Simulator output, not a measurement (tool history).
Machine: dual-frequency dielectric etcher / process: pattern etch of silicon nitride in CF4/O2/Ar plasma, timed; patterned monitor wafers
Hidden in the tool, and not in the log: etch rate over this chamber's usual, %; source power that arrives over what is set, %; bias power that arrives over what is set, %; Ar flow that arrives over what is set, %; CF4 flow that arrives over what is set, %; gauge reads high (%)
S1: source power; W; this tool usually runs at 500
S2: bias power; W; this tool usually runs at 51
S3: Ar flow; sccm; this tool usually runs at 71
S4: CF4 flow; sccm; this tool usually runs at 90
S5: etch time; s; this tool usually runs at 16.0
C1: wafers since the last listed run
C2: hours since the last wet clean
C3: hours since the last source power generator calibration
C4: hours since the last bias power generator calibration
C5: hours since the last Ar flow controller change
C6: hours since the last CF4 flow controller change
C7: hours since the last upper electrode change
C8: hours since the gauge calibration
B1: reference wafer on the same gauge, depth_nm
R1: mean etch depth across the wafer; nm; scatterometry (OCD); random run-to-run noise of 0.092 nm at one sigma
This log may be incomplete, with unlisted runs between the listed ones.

Run 1, day 0.000: usual settings; C1 0; C2 9.1; C3 3519.4; C4 3802.0; C5 4732.8; C6 2024.8; C7 3961.4; C8 210.7; B1 34.40. Result: R1 37.04 nm.
At day 0.275: bias power generator calibrated.
Run 2, day 0.500: usual settings; C1 173; C2 21.1; C3 3531.4; C4 5.4; C5 4744.8; C6 2036.8; C7 3973.4; C8 222.7; B1 34.42. Result: R1 37.06 nm.
At day 1.258: Ar flow controller replaced.
Run 3, day 1.279: usual settings; C1 276; C2 39.8; C3 3550.1; C4 24.1; C5 0.5; C6 2055.5; C7 3992.1; C8 241.4; B1 34.43. Result: R1 36.89 nm.
Run 4, day 1.583: usual settings; C1 158; C2 47.1; C3 3557.4; C4 31.4; C5 7.8; C6 2062.8; C7 3999.4; C8 248.7; B1 34.39. Result: R1 36.86 nm.
At day 1.946: source power generator calibrated.
Run 5, day 2.000: usual settings but S1 420 W, S2 44 W, S4 100 sccm, S5 18.5 s; C1 130; C2 57.1; C3 1.3; C4 41.4; C5 17.8; C6 2072.8; C7 4009.4; C8 258.7; B1 34.40. Result: R1 34.15 nm.
Run 6, day 2.529: usual settings but S1 550 W, S5 13.0 s; C1 276; C2 69.8; C3 14.0; C4 54.1; C5 30.5; C6 2085.5; C7 4022.1; C8 271.4; B1 34.42. Result: R1 33.04 nm.
At day 2.612: gauge calibrated.
Run 7, day 3.233: usual settings but S1 380 W, S2 55 W, S3 57 sccm, S5 14.0 s; C1 367; C2 86.7; C3 30.9; C4 71.0; C5 47.4; C6 2102.4; C7 4039.0; C8 14.9; B1 34.41. Result: R1 25.28 nm.
Run 8, day 3.750: usual settings; C1 269; C2 99.1; C3 43.3; C4 83.4; C5 59.8; C6 2114.8; C7 4051.4; C8 27.3; B1 34.38. Result: R1 36.75 nm.
Run 9, day 4.096: usual settings but S1 440 W, S2 39 W; C1 180; C2 107.4; C3 51.6; C4 91.7; C5 68.1; C6 2123.1; C7 4059.7; C8 35.6; B1 34.38. Result: R1 29.42 nm.
Run 10, day 4.688: usual settings but S1 400 W, S5 14.0 s; C1 308; C2 121.6; C3 65.8; C4 105.9; C5 82.3; C6 2137.3; C7 4073.9; C8 49.8; B1 34.40. Result: R1 25.28 nm.
At day 5.796: CF4 flow controller replaced.
At day 6.142: upper electrode replaced.
Run 11, day 6.162: usual settings but S5 20.5 s; C1 459; C2 157.0; C3 101.2; C4 141.3; C5 117.7; C6 8.8; C7 0.5; C8 85.2; B1 34.40. Result: R1 46.86 nm.
Run 12, day 6.175: usual settings but S1 400 W, S3 87 sccm, S4 72 sccm, S5 18.5 s; C1 6; C2 157.3; C3 101.5; C4 141.6; C5 118.0; C6 9.1; C7 0.8; C8 85.5; B1 34.41. Result: R1 31.46 nm.
Run 13, day 6.188: usual settings; C1 6; C2 157.6; C3 101.8; C4 141.9; C5 118.3; C6 9.4; C7 1.1; C8 85.8; B1 34.41. Result: R1 36.44 nm.
Run 14, day 6.621: usual settings but S1 600 W, S2 63 W; C1 226; C2 168.0; C3 112.2; C4 152.3; C5 128.7; C6 19.8; C7 11.5; C8 96.2; B1 34.41. Result: R1 47.39 nm.
Run 15, day 7.042: usual settings but S1 410 W; C1 219; C2 178.1; C3 122.3; C4 162.4; C5 138.8; C6 29.9; C7 21.6; C8 106.3; B1 34.40. Result: R1 29.71 nm.
Run 16, day 7.662: usual settings but S1 420 W, S2 57 W, S4 108 sccm, S5 20.5 s; C1 323; C2 193.0; C3 137.2; C4 177.3; C5 153.7; C6 44.8; C7 36.5; C8 121.2; B1 34.40. Result: R1 41.24 nm.
Run 17, day 8.358: usual settings; C1 363; C2 209.7; C3 153.9; C4 194.0; C5 170.4; C6 61.5; C7 53.2; C8 137.9; B1 34.39. Result: R1 36.47 nm.
Run 18, day 8.742: usual settings but S3 65 sccm, S4 102 sccm; C1 200; C2 218.9; C3 163.1; C4 203.2; C5 179.6; C6 70.7; C7 62.4; C8 147.1; B1 34.42. Result: R1 37.50 nm.
Run 19, day 9.317: usual settings but S1 440 W, S2 39 W; C1 300; C2 232.7; C3 176.9; C4 217.0; C5 193.4; C6 84.5; C7 76.2; C8 160.9; B1 34.41. Result: R1 29.14 nm.
Run 20, day 9.608: usual settings but S1 470 W, S2 43 W, S3 66 sccm, S4 71 sccm; C1 152; C2 239.7; C3 183.9; C4 224.0; C5 200.4; C6 91.5; C7 83.2; C8 167.9; B1 34.39. Result: R1 31.80 nm.

Results for each run, recomputed without the tool's hidden state and with each run's random variation untouched:
run     R1
  1  37.02
  2  37.08
  3  36.95
  4  36.94
  5  34.25
  6  33.16
  7  25.41
  8  36.97
  9  29.61
 10  25.47
 11  47.34
 12  31.79
 13  36.81
 14  47.91
 15  30.06
 16  41.77
 17  36.98
 18  38.06
 19  29.60
 20  32.32
